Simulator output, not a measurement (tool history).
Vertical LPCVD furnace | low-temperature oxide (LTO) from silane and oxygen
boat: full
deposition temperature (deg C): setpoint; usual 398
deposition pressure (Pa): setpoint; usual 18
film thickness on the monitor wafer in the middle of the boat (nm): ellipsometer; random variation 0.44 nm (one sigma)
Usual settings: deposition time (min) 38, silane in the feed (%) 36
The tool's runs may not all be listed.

run	hour	deposition temperature (deg C)	deposition pressure (Pa)	deposition time (min)	silane in the feed (%)	read-back reference wafer on the same gauge, thickness	film thickness on the monitor wafer in the middle of the boat (nm)
1	0	398	18	38	36	206.07	193.49
2	9.9	398	18	38	36	205.85	193.57
3	27.8	398	18	38	36	206.02	193.14
4	38.3	398	18	38	36	206.06	194.24
5	50.3	398	18	38	36	205.96	193.91
6	62.1	398	18	38	36	205.99	193.29
7	69.8	403	18	38	36	205.97	205.6
8	84.4	403	18	38	36	205.97	204.51
9	106	403	18	38	36	205.96	204.19
# hour 138.2: silane flow controller replaced
# hour 152.1: thermocouples replaced and temperature profile calibrated
10	152.6	398	18.7	38	36	206.04	201.04
11	157.7	398	18.7	38	36	206	200.34
# hour 160.6: gauge calibrated
12	162.8	398	18	38	36	205.94	193.58
13	167.9	398	18	38	36	205.94	194.44
14	222.2	398	18	38	36	206.14	194.32
# hour 283.8: pressure gauge zeroed
15	284.3	398	20	23	36	206.02	124.05
16	289.4	398	16.7	38	36	205.96	170.45
17	296.3	395	22	24	41	205.95	162.42
18	304	394	14	38	36	206.05	137.07
19	319	398	16.7	38	36	206.14	171.36
20	332.7	398	18	38	41	205.98	217.46
21	351.5	392	22	45.5	30	205.94	195.4
22	361.9	398	18	31.5	36	205.93	153.77
23	371.7	402	18	38	36	206.07	194.09
24	380	394	18	38	41	206.04	208.76

Forecast each of these 5 alternatives for the next run:
A	385.2	398	18	38	36	?	?
B	385.2	398	20	52.5	36	?	?
C	385.2	408	16.7	48	29	?	?
D	385.2	398	19.3	38	36	?	?
E	385.2	398	18	44.5	41	?	?

run	read-back reference wafer on the same gauge, thickness	film thickness on the monitor wafer in the middle of the boat (nm)
A	206.05	185.95
B	206.05	285.25
C	206.05	180.67
D	206.05	199.63
E	206.05	255.98
Without the tool's hidden state the same runs would have given:
run	film thickness on the monitor wafer in the middle of the boat (nm)
A	184.69
B	283.52
C	179.35
D	198.37
E	254.25
